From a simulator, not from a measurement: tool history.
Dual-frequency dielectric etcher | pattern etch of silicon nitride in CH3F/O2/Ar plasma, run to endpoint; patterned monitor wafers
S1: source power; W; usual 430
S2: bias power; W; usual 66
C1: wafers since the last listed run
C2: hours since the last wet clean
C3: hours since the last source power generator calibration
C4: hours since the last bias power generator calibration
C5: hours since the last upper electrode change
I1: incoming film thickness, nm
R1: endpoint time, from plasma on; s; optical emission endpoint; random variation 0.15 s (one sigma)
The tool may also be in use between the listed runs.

Run 1, hour 0: usual settings; C1 0; C2 258.3; C3 2983.2; C4 3810.5; C5 5630.1; I1 23.93. Result: R1 32 s.
Run 2, hour 9.5: usual settings; C1 150; C2 267.8; C3 2992.7; C4 3820; C5 5639.6; I1 23.89. Result: R1 32.2 s.
Run 3, hour 25.5: usual settings but S2 60 W; C1 252; C2 283.8; C3 3008.7; C4 3836; C5 5655.6; I1 23.89. Result: R1 32.3 s.
Run 4, hour 42.3: usual settings but S2 60 W; C1 265; C2 300.6; C3 3025.5; C4 3852.8; C5 5672.4; I1 24. Result: R1 32.6 s.
Run 5, hour 57.4: usual settings but S1 350 W, S2 58 W; C1 238; C2 315.7; C3 3040.6; C4 3867.9; C5 5687.5; I1 23.74. Result: R1 35.2 s.
Run 6, hour 63.8: usual settings but S1 350 W, S2 58 W; C1 101; C2 322.1; C3 3047; C4 3874.3; C5 5693.9; I1 23.88. Result: R1 35.4 s.
Run 7, hour 89.3: usual settings but S1 350 W, S2 58 W; C1 403; C2 347.6; C3 3072.5; C4 3899.8; C5 5719.4; I1 23.86. Result: R1 35.4 s.
Run 8, hour 103.2: usual settings; C1 219; C2 361.5; C3 3086.4; C4 3913.7; C5 5733.3; I1 24.16. Result: R1 32 s.
At hour 128.9: wet clean of the chamber.
At hour 135.8: upper electrode replaced.
Run 9, hour 136.3: usual settings; C1 34; C2 7.4; C3 3119.5; C4 3946.8; C5 0.5; I1 24.19. Result: R1 33.1 s.
Run 10, hour 136.6: usual settings; C1 4; C2 7.7; C3 3119.8; C4 3947.1; C5 0.8; I1 23.8. Result: R1 32.6 s.
Run 11, hour 142.9: usual settings; C1 99; C2 14; C3 3126.1; C4 3953.4; C5 7.1; I1 23.86. Result: R1 32.8 s.
At hour 152.5: source power generator calibrated.
Run 12, hour 153: usual settings but S1 480 W; C1 96; C2 24.1; C3 0.5; C4 3963.5; C5 17.2; I1 24.42. Result: R1 32.2 s.
Run 13, hour 168.1: usual settings but S1 350 W, S2 58 W; C1 238; C2 39.2; C3 15.6; C4 3978.6; C5 32.3; I1 24.11. Result: R1 36.7 s.
Run 14, hour 178.2: usual settings but S1 500 W, S2 58 W; C1 159; C2 49.3; C3 25.7; C4 3988.7; C5 42.4; I1 24.01. Result: R1 31.3 s.
At hour 183.1: bias power generator calibrated.
Run 15, hour 188.4: usual settings but S1 520 W, S2 51 W; C1 97; C2 59.5; C3 35.9; C4 5.3; C5 52.6; I1 24.15. Result: R1 32 s.
Run 16, hour 196.5: usual settings; C1 128; C2 67.6; C3 44; C4 13.4; C5 60.7; I1 24. Result: R1 32.8 s.
Run 17, hour 204.1: usual settings but S1 520 W, S2 70 W; C1 120; C2 75.2; C3 51.6; C4 21; C5 68.3; I1 23.92. Result: R1 29.9 s.
Run 18, hour 215.8: usual settings but S2 76 W; C1 184; C2 86.9; C3 63.3; C4 32.7; C5 80; I1 23.85. Result: R1 31.8 s.
Run 19, hour 223.8: usual settings but S2 81 W; C1 126; C2 94.9; C3 71.3; C4 40.7; C5 88; I1 24.15. Result: R1 31.7 s.
Run 20, hour 241: usual settings; C1 271; C2 112.1; C3 88.5; C4 57.9; C5 105.2; I1 23.75. Result: R1 32.1 s.
Run 21, hour 251.5: usual settings but S1 390 W, S2 82 W; C1 165; C2 122.6; C3 99; C4 68.4; C5 115.7; I1 23.82. Result: R1 32.3 s.
Run 22, hour 263.6: usual settings; C1 191; C2 134.7; C3 111.1; C4 80.5; C5 127.8; I1 23.89. Result: R1 32.4 s.
Run 23, hour 270.8: usual settings but S1 350 W, S2 59 W; C1 113; C2 141.9; C3 118.3; C4 87.7; C5 135; I1 23.95. Result: R1 35.8 s.
Run 24, hour 285.3: usual settings but S1 330 W, S2 53 W; C1 229; C2 156.4; C3 132.8; C4 102.2; C5 149.5; I1 24.08. Result: R1 37.6 s.
Run 25, hour 303.3: usual settings; C1 284; C2 174.4; C3 150.8; C4 120.2; C5 167.5; I1 23.9. Result: R1 32.5 s.

Forecast each of these 5 alternatives for the next run:
Run A, hour 303.7: usual settings; C1 6; C2 174.8; C3 151.2; C4 120.6; C5 167.9; I1 23.85. Result: R1 ?.
Run B, hour 303.7: usual settings but S2 53 W; C1 6; C2 174.8; C3 151.2; C4 120.6; C5 167.9; I1 23.85. Result: R1 ?.
Run C, hour 303.7: usual settings but S1 360 W, S2 76 W; C1 6; C2 174.8; C3 151.2; C4 120.6; C5 167.9; I1 23.85. Result: R1 ?.
Run D, hour 303.7: usual settings but S1 490 W, S2 60 W; C1 6; C2 174.8; C3 151.2; C4 120.6; C5 167.9; I1 23.85. Result: R1 ?.
Run E, hour 303.7: usual settings but S1 360 W, S2 78 W; C1 6; C2 174.8; C3 151.2; C4 120.6; C5 167.9; I1 23.85. Result: R1 ?.

run    R1
  A  32.3
  B  33.5
  C  33.8
  D  31.2
  E  33.6
Without the tool's hidden state the same runs would have given:
run    R1
  A  32.9
  B    34
  C  34.3
  D  31.7
  E  34.2
